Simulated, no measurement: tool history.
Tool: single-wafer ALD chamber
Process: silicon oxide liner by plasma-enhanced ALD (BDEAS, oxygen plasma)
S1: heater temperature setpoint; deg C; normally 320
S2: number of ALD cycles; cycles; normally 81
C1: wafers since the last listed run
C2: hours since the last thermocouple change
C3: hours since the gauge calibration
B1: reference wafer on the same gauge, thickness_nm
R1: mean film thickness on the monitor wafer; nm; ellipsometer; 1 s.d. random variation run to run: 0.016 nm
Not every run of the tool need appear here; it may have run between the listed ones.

Run 1, hour 0: usual settings but S2 87 cycles; C1 0; C2 624.1; C3 681.3; B1 5.964. Result: R1 6.952 nm.
Run 2, hour 43.7: usual settings but S2 87 cycles; C1 269; C2 667.8; C3 725; B1 5.958. Result: R1 6.948 nm.
Run 3, hour 108.9: usual settings but S1 309 deg C; C1 401; C2 733; C3 790.2; B1 5.96. Result: R1 6.536 nm.
Run 4, hour 168.8: usual settings but S1 309 deg C; C1 368; C2 792.9; C3 850.1; B1 5.958. Result: R1 6.554 nm.
Run 5, hour 196.4: usual settings but S1 328 deg C; C1 170; C2 820.5; C3 877.7; B1 5.962. Result: R1 6.399 nm.
Run 6, hour 245.9: usual settings but S1 328 deg C; C1 304; C2 870; C3 927.2; B1 5.957. Result: R1 6.388 nm.
Run 7, hour 312.2: usual settings but S1 328 deg C; C1 408; C2 936.3; C3 993.5; B1 5.956. Result: R1 6.392 nm.
Run 8, hour 390.6: usual settings; C1 482; C2 1014.7; C3 1071.9; B1 5.962. Result: R1 6.473 nm.
Run 9, hour 432.9: usual settings; C1 260; C2 1057; C3 1114.2; B1 5.961. Result: R1 6.45 nm.
Run 10, hour 457.1: usual settings; C1 149; C2 1081.2; C3 1138.4; B1 5.959. Result: R1 6.466 nm.
Run 11, hour 503.4: usual settings but S2 92 cycles; C1 285; C2 1127.5; C3 1184.7; B1 5.959. Result: R1 7.331 nm.
At hour 572.4: thermocouple changed; heater temperature recalibrated.
Run 12, hour 572.7: usual settings but S1 330 deg C; C1 377; C2 0.3; C3 1254; B1 5.958. Result: R1 6.348 nm.
At hour 613.7: gauge calibrated.
Run 13, hour 643.8: usual settings; C1 437; C2 71.4; C3 30.1; B1 5.961. Result: R1 6.475 nm.
Run 14, hour 669.3: usual settings; C1 157; C2 96.9; C3 55.6; B1 5.956. Result: R1 6.483 nm.
Run 15, hour 700.9: usual settings but S1 315 deg C, S2 90 cycles; C1 194; C2 128.5; C3 87.2; B1 5.957. Result: R1 7.204 nm.
Run 16, hour 746.7: usual settings but S1 309 deg C, S2 88 cycles; C1 282; C2 174.3; C3 133; B1 5.958. Result: R1 7.114 nm.
Run 17, hour 803.8: usual settings but S1 333 deg C, S2 95 cycles; C1 351; C2 231.4; C3 190.1; B1 5.963. Result: R1 7.443 nm.
Run 18, hour 828.6: usual settings but S2 75 cycles; C1 152; C2 256.2; C3 214.9; B1 5.965. Result: R1 5.997 nm.
Run 19, hour 898.5: usual settings but S1 328 deg C, S2 87 cycles; C1 430; C2 326.1; C3 284.8; B1 5.958. Result: R1 6.867 nm.
Run 20, hour 954.2: usual settings; C1 343; C2 381.8; C3 340.5; B1 5.958. Result: R1 6.456 nm.
Run 21, hour 1021.7: usual settings but S1 331 deg C, S2 95 cycles; C1 415; C2 449.3; C3 408; B1 5.96. Result: R1 7.503 nm.
Run 22, hour 1078.1: usual settings but S1 310 deg C; C1 347; C2 505.7; C3 464.4; B1 5.959. Result: R1 6.557 nm.

Run-by-run hidden state of the tool:
wafer temperature above the value expected at the setpoint (K): 0 across all the runs
gauge reads high (%): 0 across all the runs
